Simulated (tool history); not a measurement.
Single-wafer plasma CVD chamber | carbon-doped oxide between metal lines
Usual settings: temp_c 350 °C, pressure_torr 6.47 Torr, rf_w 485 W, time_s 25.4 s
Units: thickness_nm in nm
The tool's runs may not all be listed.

run	day	temp_c	pressure_torr	rf_w	time_s	read-back reference wafer on the same gauge, thickness_nm	thickness_nm
1	0.000	350	6.47	485	25.4	123.047	130.863
2	1.471	350	6.47	485	23.4	123.024	121.383
3	2.100	350	6.47	485	23.4	122.995	121.433
4	2.754	350	6.47	485	25.4	123.010	130.522
5	3.888	340	6.94	485	25.4	123.023	135.404
6	4.446	350	6.47	485	25.4	123.146	130.941
7	5.433	350	6.47	485	25.4	123.019	130.399
8	6.246	350	6.47	485	25.4	122.902	130.091
9	6.875	350	6.47	485	25.4	123.034	130.705
10	8.367	350	6.47	485	25.4	123.050	131.408
# day 8.867: RF generator calibrated
11	9.804	350	6.47	485	25.4	122.978	134.263
12	10.346	350	6.47	485	25.4	122.966	133.868
13	13.779	350	6.47	485	25.4	123.060	134.030
14	14.583	357	7.50	485	25.4	123.033	132.627
15	15.312	344	6.05	450	21.5	123.008	111.082
16	15.817	350	6.47	485	25.4	123.074	133.500
17	16.638	355	6.47	485	22.8	122.936	118.764
18	17.775	356	7.80	435	30.3	123.135	149.630
# day 19.833: thermocouple changed; heater temperature recalibrated
# day 20.354: showerhead replaced
# day 22.021: capacitance manometer re-zeroed and calibrated
19	22.042	350	6.47	485	25.4	122.854	132.405
20	23.050	335	7.80	545	21.6	122.961	127.451
# day 23.546: gauge calibrated
21	23.633	358	6.47	525	25.4	122.946	134.626
22	24.329	361	8.01	395	23.0	123.097	106.649
23	25.721	357	7.46	460	20.9	122.979	105.376
24	26.729	350	7.62	405	23.1	123.054	110.313
25	28.192	350	6.47	485	25.4	123.058	131.733
26	32.246	350	6.47	565	25.4	122.936	141.571
27	33.054	356	7.59	425	23.6	122.935	113.747
28	34.154	355	6.47	575	25.4	122.977	141.006

Forecast each of these 4 alternatives for the next run:
A	34.171	350	6.47	485	25.4	?	?
B	34.171	364	5.72	575	22.7	?	?
C	34.171	360	5.50	410	29.4	?	?
D	34.171	362	5.06	485	25.4	?	?

run	read-back reference wafer on the same gauge, thickness_nm	thickness_nm
A	123.061	130.631
B	123.061	120.501
C	123.061	130.882
D	123.061	121.703
Without the tool's hidden state the same runs would have given:
run	thickness_nm
A	134.170
B	123.687
C	134.993
D	125.000

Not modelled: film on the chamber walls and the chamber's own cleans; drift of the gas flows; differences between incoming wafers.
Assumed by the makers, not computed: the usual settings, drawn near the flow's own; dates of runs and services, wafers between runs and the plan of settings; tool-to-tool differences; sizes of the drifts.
